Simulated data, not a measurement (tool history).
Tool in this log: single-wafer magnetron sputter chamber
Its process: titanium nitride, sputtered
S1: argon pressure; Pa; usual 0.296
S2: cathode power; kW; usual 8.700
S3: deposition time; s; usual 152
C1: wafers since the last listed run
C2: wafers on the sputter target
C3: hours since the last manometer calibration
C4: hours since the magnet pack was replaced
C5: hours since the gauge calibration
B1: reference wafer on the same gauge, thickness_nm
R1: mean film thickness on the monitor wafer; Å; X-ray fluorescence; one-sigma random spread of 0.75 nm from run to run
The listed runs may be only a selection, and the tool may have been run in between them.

run,day,S1,S2,S3,C1,C2,C3,C4,C5,B1,R1
1,0.000,0.296,8.700,152,0,4888,2030.7,7644.4,63.3,274.899,2772.96
2,0.733,0.296,7.500,152,160,5049,2048.3,7662.0,80.9,275.044,2408.00
3,1.225,0.296,7.500,152,107,5157,2060.1,7673.8,92.7,274.972,2398.11
4,1.517,0.390,8.700,152,63,5221,2067.1,7680.8,99.7,275.029,2678.86
5,2.071,0.296,7.000,152,121,5342,2080.4,7694.1,113.0,274.872,2230.55
6,2.642,0.296,7.000,152,124,5467,2094.1,7707.8,126.7,274.943,2237.25
7,3.008,0.207,10.450,152,80,5547,2102.9,7716.6,135.5,274.911,3435.98
8,3.450,0.296,8.700,152,96,5644,2113.5,7727.2,146.1,275.067,2788.69
9,3.862,0.296,8.700,152,90,5734,2123.4,7737.1,156.0,275.049,2764.89
10,4.217,0.296,8.700,152,77,5812,2131.9,7745.6,164.5,274.976,2778.18
11,4.917,0.375,8.700,152,153,5965,2148.7,7762.4,181.3,274.989,2709.03
12,5.246,0.375,8.700,152,72,6037,2156.6,7770.3,189.2,274.912,2690.49
13,5.933,0.217,10.400,152,150,6188,2173.1,7786.8,205.7,275.053,3397.98
# day 6.675: magnet pack replaced
14,6.696,0.230,8.700,152,93,6282,2191.4,0.5,224.0,274.854,2839.27
15,6.875,0.296,7.500,152,39,6321,2195.7,4.8,228.3,274.959,2381.34
16,7.242,0.202,8.700,134,80,6401,2204.5,13.6,237.1,275.007,2524.45
17,7.762,0.296,8.700,152,114,6515,2217.0,26.1,249.6,275.015,2766.30
# day 8.171: gauge calibrated
# day 8.275: capacitance manometer re-zeroed and calibrated
18,8.475,0.296,8.700,152,83,6598,4.8,43.2,7.3,275.017,2763.97
19,9.200,0.230,10.600,152,158,6757,22.2,60.6,24.7,275.074,3477.51
20,9.733,0.296,6.800,152,116,6874,35.0,73.4,37.5,274.983,2166.95
21,10.258,0.235,6.750,143,114,6989,47.6,86.0,50.1,275.041,2074.76
22,10.975,0.296,8.700,139,156,7146,64.8,103.2,67.3,275.025,2535.54
# day 11.421: sputter target and shields replaced
23,11.438,0.296,8.700,152,28,3,75.9,114.3,78.4,275.081,2867.96
24,11.858,0.296,7.500,152,92,95,86.0,124.4,88.5,274.946,2471.87
25,12.542,0.391,8.700,144,149,245,102.4,140.8,104.9,275.000,2610.93
26,13.071,0.296,8.700,165,115,361,115.1,153.5,117.6,275.032,3112.89
27,13.767,0.296,8.700,152,152,513,131.8,170.2,134.3,274.935,2861.28
28,15.300,0.296,8.700,152,335,849,168.6,207.0,171.1,275.123,2843.90
29,15.683,0.296,7.800,161,83,933,177.8,216.2,180.3,275.071,2688.25
30,16.088,0.296,10.300,124,88,1021,187.5,225.9,190.0,275.078,2757.07
31,16.367,0.373,8.700,174,61,1082,194.2,232.6,196.7,274.872,3170.42
32,16.979,0.296,8.700,182,134,1216,208.9,247.3,211.4,274.994,3392.84
33,17.608,0.296,9.350,165,137,1354,224.0,262.4,226.5,274.956,3312.67
34,17.962,0.410,9.800,172,77,1432,232.5,270.9,235.0,275.102,3471.22
35,18.521,0.296,10.050,152,122,1554,245.9,284.3,248.4,274.949,3266.81
36,18.838,0.213,10.150,152,69,1623,253.5,291.9,256.0,275.068,3378.53

3 ways to go on from here, each from the tool as it stands after run 36. What would each give?
A,18.854,0.296,8.700,133,3,1627,253.9,292.3,256.4,?,?
B,18.854,0.258,8.700,144,3,1627,253.9,292.3,256.4,?,?
C,18.854,0.253,8.700,174,3,1627,253.9,292.3,256.4,?,?

run,B1,R1
A,274.881,2468.02
B,274.881,2708.20
C,274.881,3278.21
What these runs would have given with no unlogged condition in the tool:
run,R1
A,2521.74
B,2767.14
C,3349.55
